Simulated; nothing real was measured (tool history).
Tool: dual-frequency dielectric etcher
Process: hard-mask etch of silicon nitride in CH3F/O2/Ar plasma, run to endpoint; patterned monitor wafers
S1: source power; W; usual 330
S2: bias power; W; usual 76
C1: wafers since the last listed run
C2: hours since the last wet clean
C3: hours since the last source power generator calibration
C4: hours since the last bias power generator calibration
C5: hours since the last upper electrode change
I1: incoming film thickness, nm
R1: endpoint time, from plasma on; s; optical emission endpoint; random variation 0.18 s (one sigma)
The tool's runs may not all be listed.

run 1 day=0.000 | S1=330 S2=76 | C1=0 C2=297.0 C3=1704.6 C4=1730.0 C5=6194.0 | I1=30.43 | R1=43.4
run 2 day=2.142 | S1=330 S2=76 | C1=513 C2=348.4 C3=1756.0 C4=1781.4 C5=6245.4 | I1=29.97 | R1=42.8
run 3 day=5.412 | S1=330 S2=76 | C1=783 C2=426.9 C3=1834.5 C4=1859.9 C5=6323.9 | I1=29.83 | R1=42.5
run 4 day=7.888 | S1=330 S2=76 | C1=593 C2=486.3 C3=1893.9 C4=1919.3 C5=6383.3 | I1=30.07 | R1=42.8
-- day=10.804 upper electrode replaced
-- day=12.754 wet clean of the chamber
run 5 day=15.096 | S1=330 S2=76 | C1=1248 C2=56.2 C3=2066.9 C4=2092.3 C5=103.0 | I1=30.08 | R1=42.7
run 6 day=18.717 | S1=270 S2=76 | C1=867 C2=143.1 C3=2153.8 C4=2179.2 C5=189.9 | I1=29.84 | R1=48.4
run 7 day=21.142 | S1=270 S2=76 | C1=581 C2=201.3 C3=2212.0 C4=2237.4 C5=248.1 | I1=30.13 | R1=48.5
run 8 day=24.567 | S1=270 S2=76 | C1=820 C2=283.5 C3=2294.2 C4=2319.6 C5=330.3 | I1=30.37 | R1=49.0
run 9 day=28.354 | S1=330 S2=76 | C1=907 C2=374.4 C3=2385.1 C4=2410.5 C5=421.2 | I1=30.39 | R1=42.9
run 10 day=31.029 | S1=330 S2=76 | C1=641 C2=438.6 C3=2449.3 C4=2474.7 C5=485.4 | I1=29.87 | R1=42.6
run 11 day=34.033 | S1=270 S2=60 | C1=719 C2=510.7 C3=2521.4 C4=2546.8 C5=557.5 | I1=30.09 | R1=55.5
run 12 day=35.588 | S1=330 S2=76 | C1=372 C2=548.0 C3=2558.7 C4=2584.1 C5=594.8 | I1=29.99 | R1=42.2
run 13 day=38.779 | S1=260 S2=88 | C1=764 C2=624.6 C3=2635.3 C4=2660.7 C5=671.4 | I1=30.02 | R1=45.6
run 14 day=40.767 | S1=290 S2=70 | C1=476 C2=672.3 C3=2683.0 C4=2708.4 C5=719.1 | I1=30.15 | R1=48.2
-- day=42.488 bias power generator calibrated
-- day=42.738 wet clean of the chamber
run 15 day=43.679 | S1=380 S2=93 | C1=598 C2=22.6 C3=2752.9 C4=28.6 C5=789.0 | I1=29.97 | R1=37.3
-- day=45.508 source power generator calibrated
run 16 day=46.500 | S1=330 S2=76 | C1=636 C2=90.3 C3=23.8 C4=96.3 C5=856.7 | I1=29.89 | R1=44.6
run 17 day=49.946 | S1=250 S2=76 | C1=825 C2=173.0 C3=106.5 C4=179.0 C5=939.4 | I1=30.01 | R1=53.9
run 18 day=53.367 | S1=330 S2=76 | C1=819 C2=255.1 C3=188.6 C4=261.1 C5=1021.5 | I1=30.43 | R1=45.3
run 19 day=57.442 | S1=330 S2=76 | C1=976 C2=352.9 C3=286.4 C4=358.9 C5=1119.3 | I1=30.18 | R1=44.9
run 20 day=60.462 | S1=300 S2=81 | C1=723 C2=425.4 C3=358.9 C4=431.4 C5=1191.8 | I1=30.15 | R1=46.1
run 21 day=62.217 | S1=330 S2=76 | C1=420 C2=467.5 C3=401.0 C4=473.5 C5=1233.9 | I1=30.18 | R1=44.7
-- day=62.721 bias power generator calibrated, repeated, since the last time left the tool worse
run 22 day=65.267 | S1=330 S2=84 | C1=690 C2=540.7 C3=474.2 C4=61.1 C5=1307.1 | I1=29.73 | R1=40.4
run 23 day=67.992 | S1=330 S2=76 | C1=652 C2=606.1 C3=539.6 C4=126.5 C5=1372.5 | I1=29.98 | R1=43.1
-- day=69.550 wet clean of the chamber
run 24 day=71.600 | S1=360 S2=76 | C1=625 C2=49.2 C3=626.2 C4=213.1 C5=1459.1 | I1=29.92 | R1=40.8
run 25 day=75.800 | S1=300 S2=88 | C1=1006 C2=150.0 C3=727.0 C4=313.9 C5=1559.9 | I1=29.81 | R1=42.0
run 26 day=77.446 | S1=300 S2=85 | C1=394 C2=189.5 C3=766.5 C4=353.4 C5=1599.4 | I1=30.02 | R1=42.9
run 27 day=80.375 | S1=380 S2=93 | C1=701 C2=259.8 C3=836.8 C4=423.7 C5=1669.7 | I1=30.13 | R1=35.8
run 28 day=84.192 | S1=330 S2=76 | C1=914 C2=351.4 C3=928.4 C4=515.3 C5=1761.3 | I1=30.01 | R1=43.1
run 29 day=86.867 | S1=330 S2=76 | C1=641 C2=415.6 C3=992.6 C4=579.5 C5=1825.5 | I1=30.09 | R1=43.0
run 30 day=88.383 | S1=390 S2=76 | C1=363 C2=452.0 C3=1029.0 C4=615.9 C5=1861.9 | I1=30.15 | R1=39.1
run 31 day=91.775 | S1=330 S2=76 | C1=812 C2=533.4 C3=1110.4 C4=697.3 C5=1943.3 | I1=30.03 | R1=43.2
run 32 day=95.200 | S1=370 S2=84 | C1=820 C2=615.6 C3=1192.6 C4=779.5 C5=2025.5 | I1=30.09 | R1=38.2
run 33 day=98.129 | S1=410 S2=59 | C1=701 C2=685.9 C3=1262.9 C4=849.8 C5=2095.8 | I1=30.10 | R1=43.7
-- day=101.425 wet clean of the chamber
run 34 day=101.446 | S1=330 S2=60 | C1=555 C2=0.5 C3=1342.5 C4=929.4 C5=2175.4 | I1=30.40 | R1=49.7
run 35 day=104.154 | S1=400 S2=76 | C1=648 C2=65.5 C3=1407.5 C4=994.4 C5=2240.4 | I1=30.12 | R1=38.5

4 ways to go on from here, each from the tool as it stands after run 35. What would each give?
run A day=104.171 | S1=330 S2=93 | C1=3 C2=65.9 C3=1407.9 C4=994.8 C5=2240.8 | I1=30.06 | R1=?
run B day=104.171 | S1=360 S2=82 | C1=3 C2=65.9 C3=1407.9 C4=994.8 C5=2240.8 | I1=30.06 | R1=?
run C day=104.171 | S1=310 S2=84 | C1=3 C2=65.9 C3=1407.9 C4=994.8 C5=2240.8 | I1=30.06 | R1=?
run D day=104.171 | S1=280 S2=94 | C1=3 C2=65.9 C3=1407.9 C4=994.8 C5=2240.8 | I1=30.06 | R1=?

run=A R1=38.8
run=B R1=39.4
run=C R1=42.5
run=D R1=42.8
Without the tool's hidden state the same runs would have given:
run=A R1=38.9
run=B R1=39.5
run=C R1=42.6
run=D R1=42.8
